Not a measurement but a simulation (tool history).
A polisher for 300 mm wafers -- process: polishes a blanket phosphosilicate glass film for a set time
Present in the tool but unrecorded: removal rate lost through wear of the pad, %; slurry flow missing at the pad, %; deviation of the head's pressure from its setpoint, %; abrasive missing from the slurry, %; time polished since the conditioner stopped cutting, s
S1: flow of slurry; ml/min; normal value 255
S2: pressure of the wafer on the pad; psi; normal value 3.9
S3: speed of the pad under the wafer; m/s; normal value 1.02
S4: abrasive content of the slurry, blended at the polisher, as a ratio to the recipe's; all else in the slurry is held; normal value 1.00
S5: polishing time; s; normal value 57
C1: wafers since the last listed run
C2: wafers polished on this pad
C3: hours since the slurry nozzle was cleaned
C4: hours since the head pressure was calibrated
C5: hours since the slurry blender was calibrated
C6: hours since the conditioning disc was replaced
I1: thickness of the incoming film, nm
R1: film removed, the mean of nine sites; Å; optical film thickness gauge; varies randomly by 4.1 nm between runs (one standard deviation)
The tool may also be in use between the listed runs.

{"run": 1, "hour": 0.0, "S1": 255, "S2": 3.9, "S3": 1.02, "S4": 1.2, "S5": 57, "C1": 0, "C2": 241, "C3": 540.7, "C4": 1275.8, "C5": 163.9, "C6": 252.0, "I1": 4632.3, "R1": 5375}
{"run": 2, "hour": 7.7, "S1": 255, "S2": 3.9, "S3": 1.02, "S4": 1.0, "S5": 65, "C1": 113, "C2": 355, "C3": 548.4, "C4": 1283.5, "C5": 171.6, "C6": 259.7, "I1": 4617.9, "R1": 5763}
{"run": 3, "hour": 21.0, "S1": 255, "S2": 3.9, "S3": 1.02, "S4": 1.0, "S5": 65, "C1": 196, "C2": 551, "C3": 561.7, "C4": 1296.8, "C5": 184.9, "C6": 273.0, "I1": 4683.0, "R1": 5683}
{"hour": 34.4, "done": "head pressure recalibrated"}
{"hour": 71.0, "done": "slurry nozzle cleaned"}
{"run": 4, "hour": 72.7, "S1": 255, "S2": 3.9, "S3": 1.02, "S4": 1.0, "S5": 65, "C1": 718, "C2": 1269, "C3": 1.7, "C4": 38.3, "C5": 236.6, "C6": 324.7, "I1": 4620.2, "R1": 5953}
{"hour": 79.3, "done": "worn pad replaced by a new one"}
{"run": 5, "hour": 87.9, "S1": 255, "S2": 3.9, "S3": 1.02, "S4": 1.2, "S5": 63, "C1": 165, "C2": 126, "C3": 16.9, "C4": 53.5, "C5": 251.8, "C6": 339.9, "I1": 4604.6, "R1": 6310}
{"run": 6, "hour": 99.8, "S1": 255, "S2": 3.9, "S3": 1.02, "S4": 1.2, "S5": 63, "C1": 175, "C2": 302, "C3": 28.8, "C4": 65.4, "C5": 263.7, "C6": 351.8, "I1": 4629.7, "R1": 6349}
{"run": 7, "hour": 111.8, "S1": 255, "S2": 3.9, "S3": 1.02, "S4": 1.0, "S5": 57, "C1": 177, "C2": 479, "C3": 40.8, "C4": 77.4, "C5": 275.7, "C6": 363.8, "I1": 4578.9, "R1": 5280}
{"run": 8, "hour": 126.5, "S1": 255, "S2": 3.9, "S3": 1.02, "S4": 1.0, "S5": 57, "C1": 216, "C2": 696, "C3": 55.5, "C4": 92.1, "C5": 290.4, "C6": 378.5, "I1": 4568.6, "R1": 5304}
{"run": 9, "hour": 135.8, "S1": 255, "S2": 3.4, "S3": 1.02, "S4": 0.85, "S5": 57, "C1": 137, "C2": 833, "C3": 64.8, "C4": 101.4, "C5": 299.7, "C6": 387.8, "I1": 4625.6, "R1": 4261}
{"run": 10, "hour": 147.5, "S1": 255, "S2": 3.9, "S3": 0.9, "S4": 1.0, "S5": 57, "C1": 172, "C2": 1006, "C3": 76.5, "C4": 113.1, "C5": 311.4, "C6": 399.5, "I1": 4637.0, "R1": 4787}
{"hour": 150.5, "done": "conditioning disc replaced and pad reconditioned"}
{"run": 11, "hour": 159.2, "S1": 255, "S2": 3.9, "S3": 1.02, "S4": 0.9, "S5": 57, "C1": 143, "C2": 1149, "C3": 88.2, "C4": 124.8, "C5": 323.1, "C6": 8.7, "I1": 4512.7, "R1": 4959}
{"run": 12, "hour": 173.1, "S1": 225, "S2": 3.9, "S3": 1.02, "S4": 0.9, "S5": 57, "C1": 205, "C2": 1354, "C3": 102.1, "C4": 138.7, "C5": 337.0, "C6": 22.6, "I1": 4538.3, "R1": 4870}
{"hour": 178.8, "done": "worn pad replaced by a new one"}
{"run": 13, "hour": 189.2, "S1": 255, "S2": 2.7, "S3": 0.72, "S4": 1.0, "S5": 48, "C1": 178, "C2": 152, "C3": 118.2, "C4": 154.8, "C5": 353.1, "C6": 38.7, "I1": 4615.8, "R1": 2320}
{"run": 14, "hour": 197.7, "S1": 255, "S2": 3.9, "S3": 1.02, "S4": 1.0, "S5": 57, "C1": 125, "C2": 278, "C3": 126.7, "C4": 163.3, "C5": 361.6, "C6": 47.2, "I1": 4675.4, "R1": 5168}
{"run": 15, "hour": 214.1, "S1": 195, "S2": 3.9, "S3": 1.02, "S4": 1.2, "S5": 45, "C1": 241, "C2": 520, "C3": 143.1, "C4": 179.7, "C5": 378.0, "C6": 63.6, "I1": 4705.8, "R1": 4145}
{"run": 16, "hour": 231.2, "S1": 255, "S2": 2.8, "S3": 1.02, "S4": 1.25, "S5": 57, "C1": 252, "C2": 772, "C3": 160.2, "C4": 196.8, "C5": 395.1, "C6": 80.7, "I1": 4650.5, "R1": 4022}
{"hour": 242.4, "done": "slurry blender recalibrated"}
{"run": 17, "hour": 244.6, "S1": 255, "S2": 3.9, "S3": 1.02, "S4": 1.0, "S5": 75, "C1": 168, "C2": 940, "C3": 173.6, "C4": 210.2, "C5": 2.2, "C6": 94.1, "I1": 4658.5, "R1": 6925}
{"run": 18, "hour": 251.1, "S1": 195, "S2": 3.9, "S3": 1.02, "S4": 0.85, "S5": 57, "C1": 95, "C2": 1036, "C3": 180.1, "C4": 216.7, "C5": 8.7, "C6": 100.6, "I1": 4600.2, "R1": 4726}
{"hour": 265.4, "done": "worn pad replaced by a new one"}
{"run": 19, "hour": 278.9, "S1": 255, "S2": 3.9, "S3": 1.02, "S4": 1.1, "S5": 68, "C1": 351, "C2": 199, "C3": 207.9, "C4": 244.5, "C5": 36.5, "C6": 128.4, "I1": 4561.0, "R1": 6500}
{"run": 20, "hour": 293.5, "S1": 255, "S2": 4.7, "S3": 0.92, "S4": 1.0, "S5": 57, "C1": 215, "C2": 414, "C3": 222.5, "C4": 259.1, "C5": 51.1, "C6": 143.0, "I1": 4573.5, "R1": 5786}
{"run": 21, "hour": 308.7, "S1": 255, "S2": 3.9, "S3": 0.92, "S4": 1.0, "S5": 57, "C1": 224, "C2": 638, "C3": 237.7, "C4": 274.3, "C5": 66.3, "C6": 158.2, "I1": 4561.2, "R1": 4775}
{"run": 22, "hour": 319.4, "S1": 255, "S2": 4.7, "S3": 1.02, "S4": 1.3, "S5": 63, "C1": 157, "C2": 796, "C3": 248.4, "C4": 285.0, "C5": 77.0, "C6": 168.9, "I1": 4570.3, "R1": 7628}
{"run": 23, "hour": 336.0, "S1": 190, "S2": 3.9, "S3": 1.14, "S4": 1.0, "S5": 57, "C1": 244, "C2": 1041, "C3": 265.0, "C4": 301.6, "C5": 93.6, "C6": 185.5, "I1": 4571.0, "R1": 5301}
{"run": 24, "hour": 343.7, "S1": 330, "S2": 2.7, "S3": 1.02, "S4": 1.25, "S5": 57, "C1": 113, "C2": 1155, "C3": 272.7, "C4": 309.3, "C5": 101.3, "C6": 193.2, "I1": 4574.8, "R1": 3970}
{"run": 25, "hour": 351.9, "S1": 255, "S2": 3.2, "S3": 1.02, "S4": 0.75, "S5": 57, "C1": 120, "C2": 1276, "C3": 280.9, "C4": 317.5, "C5": 109.5, "C6": 201.4, "I1": 4648.7, "R1": 3721}

Hidden condition of the tool, last listed run before each entry between runs versus first listed run after:
Logged between run 3 and run 4: head pressure recalibrated (hour 34.4); slurry nozzle cleaned (hour 71.0)
  slurry flow missing at the pad, %: 40.7 -> 2.94; abrasive missing from the slurry, %: 4.75 -> 5.85
  measured less the result without the state, R1: -515 -> -157 Å
Logged between run 4 and run 5: worn pad replaced by a new one (hour 79.3)
  slurry flow missing at the pad, %: 2.94 -> 5.77; abrasive missing from the slurry, %: 5.85 -> 6.18
  measured less the result without the state, R1: -157 -> -182 Å
Logged between run 10 and run 11: conditioning disc replaced and pad reconditioned (hour 150.5)
  slurry flow missing at the pad, %: 15.1 -> 16.7; abrasive missing from the slurry, %: 7.45 -> 7.7
  measured less the result without the state, R1: -233 -> -266 Å
Logged between run 12 and run 13: worn pad replaced by a new one (hour 178.8)
  slurry flow missing at the pad, %: 18.4 -> 20.3; abrasive missing from the slurry, %: 8 -> 8.35
  measured less the result without the state, R1: -296 -> -141 Å
Logged between run 16 and run 17: slurry blender recalibrated (hour 242.4)
  slurry flow missing at the pad, %: 24.6 -> 25.8; abrasive missing from the slurry, %: 9.24 -> 0.818
  measured less the result without the state, R1: -276 -> -270 Å
Logged between run 18 and run 19: worn pad replaced by a new one (hour 265.4)
  slurry flow missing at the pad, %: 26.4 -> 28.6; abrasive missing from the slurry, %: 0.957 -> 1.55
  measured less the result without the state, R1: -243 -> -306 Å
